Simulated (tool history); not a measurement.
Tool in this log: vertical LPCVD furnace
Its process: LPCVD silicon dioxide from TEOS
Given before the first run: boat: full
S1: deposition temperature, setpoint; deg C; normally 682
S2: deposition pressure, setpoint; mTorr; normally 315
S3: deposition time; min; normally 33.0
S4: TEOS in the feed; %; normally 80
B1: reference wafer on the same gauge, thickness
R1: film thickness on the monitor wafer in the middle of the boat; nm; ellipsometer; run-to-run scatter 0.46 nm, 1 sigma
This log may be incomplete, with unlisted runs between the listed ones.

Run 1, day 0.000: usual settings; B1 202.17. Result: R1 176.85 nm.
Run 2, day 1.279: usual settings but S2 265 mTorr; B1 202.20. Result: R1 161.71 nm.
Run 3, day 4.250: usual settings but S2 265 mTorr; B1 201.88. Result: R1 161.67 nm.
Run 4, day 6.500: usual settings but S4 74 %; B1 202.04. Result: R1 170.60 nm.
Run 5, day 9.396: usual settings but S3 36.0 min; B1 202.02. Result: R1 193.19 nm.
Run 6, day 11.292: usual settings but S3 36.0 min; B1 201.90. Result: R1 192.44 nm.
Run 7, day 12.667: usual settings but S3 36.0 min; B1 202.10. Result: R1 192.40 nm.
At day 14.054: TEOS flow controller replaced.
Run 8, day 14.929: usual settings but S1 670 deg C, S2 365 mTorr, S3 36.5 min, S4 64 %; B1 201.89. Result: R1 139.99 nm.
Run 9, day 17.471: usual settings; B1 202.30. Result: R1 175.65 nm.
Run 10, day 20.883: usual settings but S1 670 deg C, S3 28.5 min; B1 202.13. Result: R1 113.65 nm.
Run 11, day 23.333: usual settings but S2 295 mTorr, S3 40.0 min, S4 76 %; B1 202.26. Result: R1 200.87 nm.
Run 12, day 25.446: usual settings but S1 690 deg C, S4 94 %; B1 201.94. Result: R1 231.62 nm.
At day 27.067: thermocouples replaced and temperature profile calibrated.
Run 13, day 27.938: usual settings but S1 674 deg C, S2 245 mTorr; B1 201.87. Result: R1 126.45 nm.
Run 14, day 30.008: usual settings but S3 23.0 min, S4 87 %; B1 202.19. Result: R1 127.35 nm.
At day 32.838: pressure gauge zeroed.
Run 15, day 32.858: usual settings but S2 240 mTorr; B1 201.90. Result: R1 156.82 nm.
Run 16, day 34.771: usual settings but S2 275 mTorr, S4 67 %; B1 201.92. Result: R1 152.84 nm.
Run 17, day 36.738: usual settings but S1 676 deg C, S2 340 mTorr, S3 26.0 min; B1 202.00. Result: R1 126.71 nm.
Run 18, day 39.046: usual settings but S1 671 deg C, S2 340 mTorr, S4 71 %; B1 201.90. Result: R1 133.81 nm.
Run 19, day 40.742: usual settings; B1 201.84. Result: R1 179.09 nm.
Run 20, day 42.329: usual settings but S1 672 deg C, S2 360 mTorr, S3 45.0 min, S4 85 %; B1 201.88. Result: R1 210.40 nm.
Run 21, day 44.712: usual settings but S3 42.5 min, S4 94 %; B1 201.99. Result: R1 249.86 nm.
Run 22, day 47.388: usual settings; B1 202.09. Result: R1 179.45 nm.
Run 23, day 49.029: usual settings; B1 202.04. Result: R1 178.99 nm.
Run 24, day 50.175: usual settings but S2 365 mTorr, S4 92 %; B1 202.01. Result: R1 205.62 nm.
Run 25, day 55.000: usual settings but S4 67 %; B1 201.87. Result: R1 164.42 nm.
Run 26, day 57.829: usual settings but S1 690 deg C, S3 24.0 min, S4 85 %; B1 201.95. Result: R1 162.83 nm.
Run 27, day 60.008: usual settings but S3 39.0 min, S4 95 %; B1 202.14. Result: R1 230.66 nm.
Run 28, day 61.950: usual settings but S1 677 deg C, S2 375 mTorr, S4 74 %; B1 202.07. Result: R1 167.16 nm.
Run 29, day 63.488: usual settings but S1 677 deg C, S2 370 mTorr, S4 73 %; B1 202.15. Result: R1 164.50 nm.
Run 30, day 65.850: usual settings but S1 689 deg C, S2 275 mTorr, S4 65 %; B1 202.12. Result: R1 178.21 nm.
Run 31, day 67.204: usual settings but S1 688 deg C, S3 20.5 min, S4 74 %; B1 201.75. Result: R1 124.00 nm.

The logged runs with the hidden state left out (each run's random variation unchanged):
What the log doesn't record here: true tube temperature minus thermocouple reading, K; true pressure minus gauge reading, mTorr; deviation of the TEOS flow from its setpoint, %; gauge reads high (%).
run      R1
  1  178.91
  2  164.01
  3  164.10
  4  172.83
  5  195.86
  6  195.18
  7  195.20
  8  141.81
  9  178.42
 10  115.54
 11  204.58
 12  235.75
 13  129.48
 14  129.78
 15  156.58
 16  152.64
 17  126.58
 18  133.68
 19  178.89
 20  210.21
 21  249.61
 22  179.28
 23  178.83
 24  205.46
 25  164.30
 26  162.73
 27  230.54
 28  167.10
 29  164.45
 30  178.16
 31  123.98
